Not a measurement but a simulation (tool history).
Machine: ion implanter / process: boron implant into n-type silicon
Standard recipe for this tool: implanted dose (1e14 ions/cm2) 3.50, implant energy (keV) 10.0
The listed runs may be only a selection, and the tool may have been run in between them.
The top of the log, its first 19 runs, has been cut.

run   hour  implanted dose (1e14 ions/cm2)  implant energy (keV)  wafers since the last listed run  hours since the last dose calibration  hours since the extraction supply was calibrated  hours since the gauge calibration  read-back reference wafer on the same gauge, sheet resistance  sheet resistance of the implanted and annealed layer (ohm/square)
 20  247.0                            4.22                  12.0                               244                                 1569.0                                             144.0                              520.7                                                         333.84                                                             248.12
 21  258.4                            3.50                  10.0                               244                                 1580.4                                             155.4                              532.1                                                         333.97                                                             295.61
 22  272.1                            4.29                   8.0                               294                                 1594.1                                             169.1                              545.8                                                         334.12                                                             254.16
 23  279.0                            3.50                  10.0                               148                                 1601.0                                             176.0                              552.7                                                         333.98                                                             295.27
 24  310.3                            3.50                  12.5                               672                                 1632.3                                             207.3                              584.0                                                         333.97                                                             288.25
 25  325.9                            2.88                  10.0                               335                                 1647.9                                             222.9                              599.6                                                         333.94                                                             347.58
 26  333.1                            2.82                   7.0                               154                                 1655.1                                             230.1                              606.8                                                         334.08                                                             371.04
 27  344.6                            2.53                  10.0                               247                                 1666.6                                             241.6                              618.3                                                         334.18                                                             388.13
 28  355.9                            3.50                  10.0                               242                                 1677.9                                             252.9                              629.6                                                         334.06                                                             295.22
     359.7  -- gauge calibrated
     365.2  -- Faraday cup replaced and dose calibrated
 29  368.0                            3.98                   7.0                                88                                    2.8                                             265.0                                8.3                                                         333.93                                                             281.47
 30  408.2                            3.50                   7.0                               863                                   43.0                                             305.2                               48.5                                                         333.80                                                             314.39
 31  419.6                            3.50                  10.0                               244                                   54.4                                             316.6                               59.9                                                         333.90                                                             301.15
 32  426.4                            3.50                  10.0                               146                                   61.2                                             323.4                               66.7                                                         334.08                                                             301.18
 33  441.3                            4.36                   7.5                               320                                   76.1                                             338.3                               81.6                                                         333.90                                                             256.65
 34  447.8                            3.07                  12.0                               139                                   82.6                                             344.8                               88.1                                                         334.04                                                             329.26
 35  461.3                            3.50                  10.0                               290                                   96.1                                             358.3                              101.6                                                         333.97                                                             300.80
 36  469.1                            3.50                  13.0                               167                                  103.9                                             366.1                              109.4                                                         334.00                                                             292.17
 37  492.0                            4.19                   8.0                               492                                  126.8                                             389.0                              132.3                                                         334.15                                                             264.15

Each row is a separate what-if for the run after 37, all from the same tool condition, not one after another. Results?
  A  492.4                            3.50                  10.0                                 8                                  127.2                                             389.4                              132.7                                                              ?                                                                  ?
  B  492.4                            3.50                   8.0                                 8                                  127.2                                             389.4                              132.7                                                              ?                                                                  ?
  C  492.4                            2.93                   9.0                                 8                                  127.2                                             389.4                              132.7                                                              ?                                                                  ?
  D  492.4                            4.20                  13.0                                 8                                  127.2                                             389.4                              132.7                                                              ?                                                                  ?

run  read-back reference wafer on the same gauge, sheet resistance  sheet resistance of the implanted and annealed layer (ohm/square)
  A                                                         333.94                                                             300.52
  B                                                         333.94                                                             308.43
  C                                                         333.94                                                             354.07
  D                                                         333.94                                                             251.13
What these runs would have given with no unlogged condition in the tool:
run  sheet resistance of the implanted and annealed layer (ohm/square)
  A                                                             303.13
  B                                                             311.17
  C                                                             357.13
  D                                                             253.25
